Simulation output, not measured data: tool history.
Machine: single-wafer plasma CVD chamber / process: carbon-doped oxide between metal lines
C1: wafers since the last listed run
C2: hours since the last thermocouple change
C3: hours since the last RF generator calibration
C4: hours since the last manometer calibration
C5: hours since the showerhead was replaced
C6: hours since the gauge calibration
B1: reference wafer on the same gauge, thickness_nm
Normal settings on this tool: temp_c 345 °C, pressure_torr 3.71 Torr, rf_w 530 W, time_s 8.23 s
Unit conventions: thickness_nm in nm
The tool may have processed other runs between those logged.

{"run": 1, "hour": 0.0, "temp_c": 345, "pressure_torr": 3.71, "rf_w": 530, "time_s": 8.23, "C1": 0, "C2": 1810.5, "C3": 1768.3, "C4": 1807.7, "C5": 3730.5, "C6": 350.8, "B1": 35.012, "thickness_nm": 37.151}
{"run": 2, "hour": 36.2, "temp_c": 345, "pressure_torr": 3.71, "rf_w": 530, "time_s": 8.23, "C1": 1060, "C2": 1846.7, "C3": 1804.5, "C4": 1843.9, "C5": 3766.7, "C6": 387.0, "B1": 35.047, "thickness_nm": 37.366}
{"run": 3, "hour": 98.5, "temp_c": 345, "pressure_torr": 3.71, "rf_w": 530, "time_s": 8.23, "C1": 1824, "C2": 1909.0, "C3": 1866.8, "C4": 1906.2, "C5": 3829.0, "C6": 449.3, "B1": 35.081, "thickness_nm": 37.311}
{"run": 4, "hour": 149.5, "temp_c": 345, "pressure_torr": 3.71, "rf_w": 530, "time_s": 7.32, "C1": 1493, "C2": 1960.0, "C3": 1917.8, "C4": 1957.2, "C5": 3880.0, "C6": 500.3, "B1": 34.998, "thickness_nm": 33.152}
{"run": 5, "hour": 194.5, "temp_c": 345, "pressure_torr": 3.71, "rf_w": 530, "time_s": 7.32, "C1": 1318, "C2": 2005.0, "C3": 1962.8, "C4": 2002.2, "C5": 3925.0, "C6": 545.3, "B1": 34.919, "thickness_nm": 33.13}
{"run": 6, "hour": 232.7, "temp_c": 345, "pressure_torr": 3.71, "rf_w": 530, "time_s": 8.23, "C1": 1118, "C2": 2043.2, "C3": 2001.0, "C4": 2040.4, "C5": 3963.2, "C6": 583.5, "B1": 34.992, "thickness_nm": 37.173}
{"run": 7, "hour": 282.8, "temp_c": 345, "pressure_torr": 3.71, "rf_w": 530, "time_s": 8.23, "C1": 1467, "C2": 2093.3, "C3": 2051.1, "C4": 2090.5, "C5": 4013.3, "C6": 633.6, "B1": 35.025, "thickness_nm": 36.756}
{"run": 8, "hour": 317.3, "temp_c": 345, "pressure_torr": 3.71, "rf_w": 530, "time_s": 8.23, "C1": 1010, "C2": 2127.8, "C3": 2085.6, "C4": 2125.0, "C5": 4047.8, "C6": 668.1, "B1": 34.976, "thickness_nm": 37.012}
{"hour": 382.0, "done": "showerhead replaced"}
{"run": 9, "hour": 386.8, "temp_c": 345, "pressure_torr": 3.99, "rf_w": 530, "time_s": 8.23, "C1": 1801, "C2": 2197.3, "C3": 2155.1, "C4": 2194.5, "C5": 4.8, "C6": 737.6, "B1": 34.991, "thickness_nm": 37.016}
{"hour": 415.3, "done": "capacitance manometer re-zeroed and calibrated"}
{"run": 10, "hour": 447.2, "temp_c": 359, "pressure_torr": 3.71, "rf_w": 530, "time_s": 6.81, "C1": 1534, "C2": 2257.7, "C3": 2215.5, "C4": 31.9, "C5": 65.2, "C6": 798.0, "B1": 35.021, "thickness_nm": 29.42}
{"run": 11, "hour": 511.7, "temp_c": 345, "pressure_torr": 3.71, "rf_w": 530, "time_s": 8.23, "C1": 1889, "C2": 2322.2, "C3": 2280.0, "C4": 96.4, "C5": 129.7, "C6": 862.5, "B1": 34.988, "thickness_nm": 36.493}
{"hour": 524.8, "done": "gauge calibrated"}
{"hour": 545.9, "done": "RF generator calibrated"}
{"run": 12, "hour": 546.9, "temp_c": 350, "pressure_torr": 3.71, "rf_w": 590, "time_s": 7.56, "C1": 796, "C2": 2357.4, "C3": 1.0, "C4": 131.6, "C5": 164.9, "C6": 22.1, "B1": 34.952, "thickness_nm": 34.832}
{"run": 13, "hour": 576.1, "temp_c": 345, "pressure_torr": 3.71, "rf_w": 530, "time_s": 8.23, "C1": 855, "C2": 2386.6, "C3": 30.2, "C4": 160.8, "C5": 194.1, "C6": 51.3, "B1": 34.984, "thickness_nm": 34.682}
{"run": 14, "hour": 635.5, "temp_c": 332, "pressure_torr": 3.71, "rf_w": 530, "time_s": 8.23, "C1": 1739, "C2": 2446.0, "C3": 89.6, "C4": 220.2, "C5": 253.5, "C6": 110.7, "B1": 34.988, "thickness_nm": 36.842}
{"hour": 660.5, "done": "thermocouple changed; heater temperature recalibrated"}
{"hour": 671.8, "done": "RF generator calibrated, repeated, since the last time left the tool worse"}
{"run": 15, "hour": 672.3, "temp_c": 345, "pressure_torr": 3.71, "rf_w": 530, "time_s": 8.65, "C1": 609, "C2": 11.8, "C3": 0.5, "C4": 257.0, "C5": 290.3, "C6": 147.5, "B1": 35.005, "thickness_nm": 40.143}
{"run": 16, "hour": 725.9, "temp_c": 355, "pressure_torr": 3.71, "rf_w": 565, "time_s": 8.23, "C1": 1569, "C2": 65.4, "C3": 54.1, "C4": 310.6, "C5": 343.9, "C6": 201.1, "B1": 35.0, "thickness_nm": 39.692}
{"run": 17, "hour": 785.1, "temp_c": 358, "pressure_torr": 3.71, "rf_w": 530, "time_s": 7.23, "C1": 1733, "C2": 124.6, "C3": 113.3, "C4": 369.8, "C5": 403.1, "C6": 260.3, "B1": 34.991, "thickness_nm": 32.191}
{"run": 18, "hour": 809.9, "temp_c": 345, "pressure_torr": 3.71, "rf_w": 530, "time_s": 8.23, "C1": 726, "C2": 149.4, "C3": 138.1, "C4": 394.6, "C5": 427.9, "C6": 285.1, "B1": 35.062, "thickness_nm": 38.613}
{"run": 19, "hour": 870.9, "temp_c": 345, "pressure_torr": 3.09, "rf_w": 490, "time_s": 8.23, "C1": 1786, "C2": 210.4, "C3": 199.1, "C4": 455.6, "C5": 488.9, "C6": 346.1, "B1": 35.043, "thickness_nm": 35.559}

Give the tool's hidden conditions for every run:
wafer temperature above the value expected at the setpoint (K): 0, the same for each run
true pressure above the setpoint (%): 0, the same for each run
gauge reads high (%): 0, the same for each run
H1: delivered RF power above the setpoint (%)
run=1 H1=-3.73
run=2 H1=-3.87
run=3 H1=-4.11
run=4 H1=-4.32
run=5 H1=-4.51
run=6 H1=-4.68
run=7 H1=-4.9
run=8 H1=-5.05
run=9 H1=-5.37
run=10 H1=-5.66
run=11 H1=-5.98
run=12 H1=-10.4
run=13 H1=-10.4
run=14 H1=-10.4
run=15 H1=-0.161
run=16 H1=-0.164
run=17 H1=-0.174
run=18 H1=-0.181
run=19 H1=-0.204

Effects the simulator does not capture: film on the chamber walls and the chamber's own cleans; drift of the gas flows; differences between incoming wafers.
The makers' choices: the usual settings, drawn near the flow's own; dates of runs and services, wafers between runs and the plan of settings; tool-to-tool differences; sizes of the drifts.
